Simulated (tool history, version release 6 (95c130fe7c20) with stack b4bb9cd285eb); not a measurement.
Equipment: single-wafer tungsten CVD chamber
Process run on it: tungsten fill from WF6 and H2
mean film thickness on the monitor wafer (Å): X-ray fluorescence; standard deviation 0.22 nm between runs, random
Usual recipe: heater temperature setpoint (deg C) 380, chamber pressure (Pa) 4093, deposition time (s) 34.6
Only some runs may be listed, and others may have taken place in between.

run,hour,heater temperature setpoint (deg C),chamber pressure (Pa),deposition time (s),wafers since the last listed run,hours since the last thermocouple change,hours since the last manometer calibration,hours since the showerhead was replaced,hours since the gauge calibration,"read-back reference wafer on the same gauge, thickness_nm",mean film thickness on the monitor wafer (Å)
1,0.0,380,4440,34.6,0,1695.6,2661.8,5675.0,168.9,74.859,732.86
2,9.9,380,4440,34.6,142,1705.5,2671.7,5684.9,178.8,74.961,731.21
3,31.0,380,4093,34.6,304,1726.6,2692.8,5706.0,199.9,74.958,710.27
4,41.5,380,4093,34.6,151,1737.1,2703.3,5716.5,210.4,74.922,708.78
5,53.7,380,4093,34.6,175,1749.3,2715.5,5728.7,222.6,74.943,705.22
6,60.4,380,4093,34.6,96,1756.0,2722.2,5735.4,229.3,74.853,710.86
7,67.3,380,4093,34.6,99,1762.9,2729.1,5742.3,236.2,74.977,709.02
8,79.2,380,4093,34.6,171,1774.8,2741.0,5754.2,248.1,75.012,712.87
# hour 93.7: thermocouple changed; heater temperature recalibrated
9,94.2,387,4093,34.6,100,0.5,2756.0,5769.2,263.1,74.967,845.66
10,102.6,387,4093,34.6,121,8.9,2764.4,5777.6,271.5,74.979,850.35
# hour 119.1: gauge calibrated
11,120.4,387,4093,34.6,256,26.7,2782.2,5795.4,1.3,74.982,854.69
# hour 140.7: thermocouple changed; heater temperature recalibrated, repeated, since the last time left the tool worse
12,141.2,380,4093,31.8,184,0.5,2803.0,5816.2,22.1,74.806,599.56
13,155.4,391,4840,27.7,204,14.7,2817.2,5830.4,36.3,74.977,693.58
14,169.5,380,4093,34.6,203,28.8,2831.3,5844.5,50.4,74.885,658.52
# hour 178.9: showerhead replaced
15,181.1,380,4093,34.6,51,40.4,2842.9,2.2,62.0,75.068,655.13
# hour 201.8: capacitance manometer re-zeroed and calibrated
16,202.3,366,4466,34.6,190,61.6,0.5,23.4,83.2,74.908,528.84
17,210.9,367,4093,34.6,123,70.2,9.1,32.0,91.8,74.858,518.76
18,228.7,388,3320,30.9,256,88.0,26.9,49.8,109.6,74.820,611.63
19,235.5,393,4093,38.3,98,94.8,33.7,56.6,116.4,74.849,906.47
20,245.7,394,4093,34.6,147,105.0,43.9,66.8,126.6,74.938,837.20
21,254.3,372,5000,34.6,123,113.6,52.5,75.4,135.2,74.981,629.61
22,261.3,380,3293,40.3,100,120.6,59.5,82.4,142.2,74.834,693.88

5 options for the next run, each taken on its own from the tool as it stands now. Forecast them:
A,261.7,380,4093,34.6,5,121.0,59.9,82.8,142.6,?,?
B,261.7,380,4666,34.6,5,121.0,59.9,82.8,142.6,?,?
C,261.7,380,4906,31.0,5,121.0,59.9,82.8,142.6,?,?
D,261.7,376,3306,38.7,5,121.0,59.9,82.8,142.6,?,?
E,261.7,376,4093,34.6,5,121.0,59.9,82.8,142.6,?,?

run,"read-back reference wafer on the same gauge, thickness_nm",mean film thickness on the monitor wafer (Å)
A,74.884,662.07
B,74.884,705.16
C,74.884,646.84
D,74.884,620.95
E,74.884,615.96
The same runs, with their run-to-run variation unchanged, on a tool lacking any hidden condition would have given:
run,mean film thickness on the monitor wafer (Å)
A,660.99
B,704.01
C,645.79
D,619.91
E,614.94

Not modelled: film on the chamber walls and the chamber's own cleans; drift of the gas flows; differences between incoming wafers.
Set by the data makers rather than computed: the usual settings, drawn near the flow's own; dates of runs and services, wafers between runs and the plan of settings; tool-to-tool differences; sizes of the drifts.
